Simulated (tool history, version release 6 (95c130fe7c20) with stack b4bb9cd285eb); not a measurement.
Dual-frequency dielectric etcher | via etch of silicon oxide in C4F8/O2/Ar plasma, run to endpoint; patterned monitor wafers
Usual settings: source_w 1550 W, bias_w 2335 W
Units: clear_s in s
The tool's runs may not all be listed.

run	hour	source_w	bias_w	incoming incoming film thickness, nm	clear_s
1	0	1550	2501	1210.4	269.6
2	68.1	1550	2501	1202.8	270.4
3	157.6	1550	2335	1207	280
4	232.8	1550	2335	1203.9	281.3
# hour 295.4: wet clean of the chamber
5	308.3	1550	2128	1207.6	282.2
6	405.6	1550	2128	1199.7	282.3
7	471.1	1550	2128	1210.7	288.9
8	522.4	1550	2335	1197.2	275.8
9	580.1	1550	2493	1200.1	274.2
# hour 633.5: wet clean of the chamber
10	660.3	1550	2335	1205.7	275.1
11	733.4	1820	2335	1203.5	248.2
12	825.7	1550	1939	1182.6	290.6
# hour 852.8: source power generator calibrated
13	888.1	1920	1827	1195.8	265.6
14	948.8	1860	1973	1208.3	270.8
# hour 1053.1: wet clean of the chamber
# hour 1160.3: bias power generator calibrated
15	1170	1550	2335	1207.9	276.3
16	1229.9	1900	2556	1204.5	243.5
17	1274	1810	2713	1195.2	241.7
# hour 1307.5: upper electrode replaced
18	1346.2	1340	1977	1209.2	330.4
19	1431.9	1690	2653	1205.6	263.1
# hour 1467.4: wet clean of the chamber
20	1512	1550	2335	1216.9	273.3
21	1550.5	1870	2661	1206.8	235.5
22	1640.2	1550	2335	1203.5	278.9

Forecast each of these 5 alternatives for the next run:
A	1640.7	1550	1926	1217.2	?
B	1640.7	1270	2335	1217.2	?
C	1640.7	1680	2025	1217.2	?
D	1640.7	1730	1815	1217.2	?
E	1640.7	1910	2335	1217.2	?

run	clear_s
A	299.8
B	319.6
C	281.3
D	286.3
E	250
Without the tool's hidden state the same runs would have given:
run	clear_s
A	294.9
B	314.3
C	276.7
D	281.5
E	245.9

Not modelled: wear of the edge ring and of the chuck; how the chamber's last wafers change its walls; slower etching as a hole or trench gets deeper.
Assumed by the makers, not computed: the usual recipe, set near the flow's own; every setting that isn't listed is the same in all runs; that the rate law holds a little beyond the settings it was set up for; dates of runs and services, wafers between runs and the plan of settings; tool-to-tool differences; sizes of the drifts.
